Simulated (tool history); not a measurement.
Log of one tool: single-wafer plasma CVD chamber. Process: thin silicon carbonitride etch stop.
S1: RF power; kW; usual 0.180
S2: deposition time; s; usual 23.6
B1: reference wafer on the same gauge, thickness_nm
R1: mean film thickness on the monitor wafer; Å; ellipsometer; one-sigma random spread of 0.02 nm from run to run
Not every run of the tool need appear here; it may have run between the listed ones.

Run 1, hour 0.0: usual settings; B1 11.191. Result: R1 134.09 Å.
Run 2, hour 34.7: usual settings; B1 11.202. Result: R1 133.95 Å.
Run 3, hour 82.3: usual settings; B1 11.201. Result: R1 133.75 Å.
Run 4, hour 149.7: usual settings; B1 11.197. Result: R1 133.94 Å.
Run 5, hour 210.2: usual settings; B1 11.209. Result: R1 133.66 Å.
Run 6, hour 252.5: usual settings but S2 26.4 s; B1 11.198. Result: R1 150.11 Å.
Run 7, hour 319.8: usual settings but S2 26.4 s; B1 11.198. Result: R1 149.95 Å.
Run 8, hour 385.5: usual settings but S2 26.4 s; B1 11.191. Result: R1 149.26 Å.
Run 9, hour 443.0: usual settings but S1 0.200 kW, S2 21.7 s; B1 11.199. Result: R1 128.90 Å.
Run 10, hour 506.4: usual settings but S1 0.200 kW, S2 21.7 s; B1 11.200. Result: R1 128.39 Å.
At hour 524.1: showerhead replaced.
Run 11, hour 568.9: usual settings but S1 0.200 kW, S2 21.7 s; B1 11.200. Result: R1 128.51 Å.
Run 12, hour 620.2: usual settings; B1 11.205. Result: R1 133.13 Å.
Run 13, hour 668.2: usual settings; B1 11.198. Result: R1 133.20 Å.
At hour 690.7: RF generator calibrated.
At hour 722.1: gauge calibrated.
Run 14, hour 732.8: usual settings; B1 11.202. Result: R1 135.02 Å.
At hour 773.7: thermocouple changed; heater temperature recalibrated.
Run 15, hour 794.5: usual settings but S2 21.1 s; B1 11.199. Result: R1 120.89 Å.
Run 16, hour 821.7: usual settings but S2 21.1 s; B1 11.197. Result: R1 120.61 Å.
Run 17, hour 891.1: usual settings but S2 26.4 s; B1 11.203. Result: R1 151.30 Å.
Run 18, hour 940.9: usual settings; B1 11.208. Result: R1 134.96 Å.
Run 19, hour 983.7: usual settings but S1 0.160 kW, S2 22.3 s; B1 11.194. Result: R1 120.67 Å.
Run 20, hour 1045.9: usual settings; B1 11.203. Result: R1 134.65 Å.
Run 21, hour 1094.5: usual settings but S1 0.145 kW, S2 22.4 s; B1 11.210. Result: R1 115.43 Å.
Run 22, hour 1158.2: usual settings; B1 11.203. Result: R1 134.85 Å.
Run 23, hour 1194.0: usual settings but S1 0.160 kW, S2 20.8 s; B1 11.192. Result: R1 112.74 Å.
Run 24, hour 1362.6: usual settings but S1 0.150 kW, S2 20.8 s; B1 11.206. Result: R1 109.08 Å.
Run 25, hour 1399.2: usual settings; B1 11.205. Result: R1 135.19 Å.
Run 26, hour 1436.0: usual settings; B1 11.200. Result: R1 134.86 Å.
Run 27, hour 1473.2: usual settings but S1 0.200 kW, S2 19.6 s; B1 11.196. Result: R1 117.45 Å.
Run 28, hour 1509.2: usual settings but S1 0.155 kW, S2 20.1 s; B1 11.201. Result: R1 106.86 Å.
Run 29, hour 1578.5: usual settings but S2 21.1 s; B1 11.199. Result: R1 120.44 Å.
Run 30, hour 1606.9: usual settings but S1 0.200 kW; B1 11.194. Result: R1 141.37 Å.
Run 31, hour 1655.6: usual settings but S1 0.205 kW; B1 11.198. Result: R1 142.82 Å.
Run 32, hour 1701.4: usual settings but S1 0.150 kW, S2 22.0 s; B1 11.207. Result: R1 114.97 Å.
Run 33, hour 1743.9: usual settings but S1 0.190 kW; B1 11.204. Result: R1 137.80 Å.
Run 34, hour 1801.7: usual settings; B1 11.202. Result: R1 134.83 Å.
Run 35, hour 1865.0: usual settings but S2 27.1 s; B1 11.192. Result: R1 154.65 Å.

Forecast each of these 4 alternatives for the next run:
Run A, hour 1865.4: usual settings; B1 ?. Result: R1 ?.
Run B, hour 1865.4: usual settings but S1 0.205 kW, S2 22.2 s; B1 ?. Result: R1 ?.
Run C, hour 1865.4: usual settings but S1 0.210 kW, S2 28.2 s; B1 ?. Result: R1 ?.
Run D, hour 1865.4: usual settings but S1 0.165 kW, S2 20.0 s; B1 ?. Result: R1 ?.

run      B1      R1
  A  11.198  135.08
  B  11.198  134.59
  C  11.198  172.73
  D  11.198  109.92
The same runs, with their run-to-run variation unchanged, on a tool lacking any hidden condition would have given:
run      R1
  A  135.62
  B  135.12
  C  173.41
  D  110.35
